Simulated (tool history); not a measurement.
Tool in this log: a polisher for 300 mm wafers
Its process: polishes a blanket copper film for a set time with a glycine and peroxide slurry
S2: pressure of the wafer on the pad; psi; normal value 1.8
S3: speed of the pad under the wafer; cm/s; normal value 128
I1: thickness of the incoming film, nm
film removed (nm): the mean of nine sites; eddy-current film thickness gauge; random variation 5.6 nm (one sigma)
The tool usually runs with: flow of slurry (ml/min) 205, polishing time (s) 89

run 1 hour=0.0 | flow_of_slurry_(ml/min)=205 S2=1.8 S3=128 polishing_time_(s)=89 | I1=1454.1 | film_removed_(nm)=413.7
run 2 hour=10.6 | flow_of_slurry_(ml/min)=205 S2=1.8 S3=128 polishing_time_(s)=89 | I1=1418.6 | film_removed_(nm)=417.5
run 3 hour=19.7 | flow_of_slurry_(ml/min)=205 S2=1.8 S3=128 polishing_time_(s)=89 | I1=1446.6 | film_removed_(nm)=407.1
run 4 hour=26.0 | flow_of_slurry_(ml/min)=205 S2=1.8 S3=128 polishing_time_(s)=89 | I1=1428.3 | film_removed_(nm)=406.3
-- hour=36.1 worn pad replaced by a new one
run 5 hour=41.4 | flow_of_slurry_(ml/min)=205 S2=1.8 S3=128 polishing_time_(s)=89 | I1=1443.9 | film_removed_(nm)=411.9
run 6 hour=57.7 | flow_of_slurry_(ml/min)=205 S2=1.8 S3=128 polishing_time_(s)=89 | I1=1420.2 | film_removed_(nm)=428.2
run 7 hour=64.9 | flow_of_slurry_(ml/min)=205 S2=1.8 S3=128 polishing_time_(s)=89 | I1=1426.8 | film_removed_(nm)=425.5
run 8 hour=81.8 | flow_of_slurry_(ml/min)=205 S2=1.8 S3=116 polishing_time_(s)=89 | I1=1444.3 | film_removed_(nm)=396.0
run 9 hour=96.5 | flow_of_slurry_(ml/min)=205 S2=1.8 S3=96 polishing_time_(s)=89 | I1=1425.4 | film_removed_(nm)=348.9
-- hour=112.7 head pressure recalibrated
-- hour=141.8 slurry nozzle cleaned
run 10 hour=149.6 | flow_of_slurry_(ml/min)=205 S2=1.6 S3=128 polishing_time_(s)=89 | I1=1440.0 | film_removed_(nm)=383.5
-- hour=172.2 worn pad replaced by a new one
run 11 hour=179.5 | flow_of_slurry_(ml/min)=185 S2=1.8 S3=128 polishing_time_(s)=89 | I1=1441.6 | film_removed_(nm)=433.6
run 12 hour=185.8 | flow_of_slurry_(ml/min)=205 S2=1.8 S3=128 polishing_time_(s)=89 | I1=1437.9 | film_removed_(nm)=435.1
run 13 hour=201.1 | flow_of_slurry_(ml/min)=250 S2=1.3 S3=156 polishing_time_(s)=79 | I1=1460.3 | film_removed_(nm)=388.0
run 14 hour=217.6 | flow_of_slurry_(ml/min)=135 S2=1.4 S3=128 polishing_time_(s)=89 | I1=1403.2 | film_removed_(nm)=349.0
run 15 hour=233.9 | flow_of_slurry_(ml/min)=235 S2=1.8 S3=128 polishing_time_(s)=89 | I1=1414.0 | film_removed_(nm)=422.2
run 16 hour=245.8 | flow_of_slurry_(ml/min)=140 S2=1.8 S3=128 polishing_time_(s)=108 | I1=1402.3 | film_removed_(nm)=484.7
run 17 hour=252.7 | flow_of_slurry_(ml/min)=205 S2=1.8 S3=128 polishing_time_(s)=89 | I1=1413.8 | film_removed_(nm)=419.3
run 18 hour=266.2 | flow_of_slurry_(ml/min)=205 S2=1.8 S3=128 polishing_time_(s)=89 | I1=1429.1 | film_removed_(nm)=424.5
run 19 hour=274.2 | flow_of_slurry_(ml/min)=240 S2=2.3 S3=128 polishing_time_(s)=89 | I1=1434.4 | film_removed_(nm)=503.7
run 20 hour=285.4 | flow_of_slurry_(ml/min)=170 S2=1.8 S3=154 polishing_time_(s)=89 | I1=1454.6 | film_removed_(nm)=462.6

Same runs, no hidden state in the tool, same run-to-run variation:
Hidden state at play: removal rate lost through wear of the pad, %; slurry flow missing at the pad, %; deviation of the head's pressure from its setpoint, %.
run=1 film_removed_(nm)=430.2
run=2 film_removed_(nm)=437.3
run=3 film_removed_(nm)=429.2
run=4 film_removed_(nm)=430.4
run=5 film_removed_(nm)=415.6
run=6 film_removed_(nm)=432.5
run=7 film_removed_(nm)=430.2
run=8 film_removed_(nm)=401.6
run=9 film_removed_(nm)=355.2
run=10 film_removed_(nm)=399.7
run=11 film_removed_(nm)=435.1
run=12 film_removed_(nm)=436.8
run=13 film_removed_(nm)=390.2
run=14 film_removed_(nm)=351.9
run=15 film_removed_(nm)=427.6
run=16 film_removed_(nm)=493.0
run=17 film_removed_(nm)=427.6
run=18 film_removed_(nm)=435.4
run=19 film_removed_(nm)=518.7
run=20 film_removed_(nm)=479.4
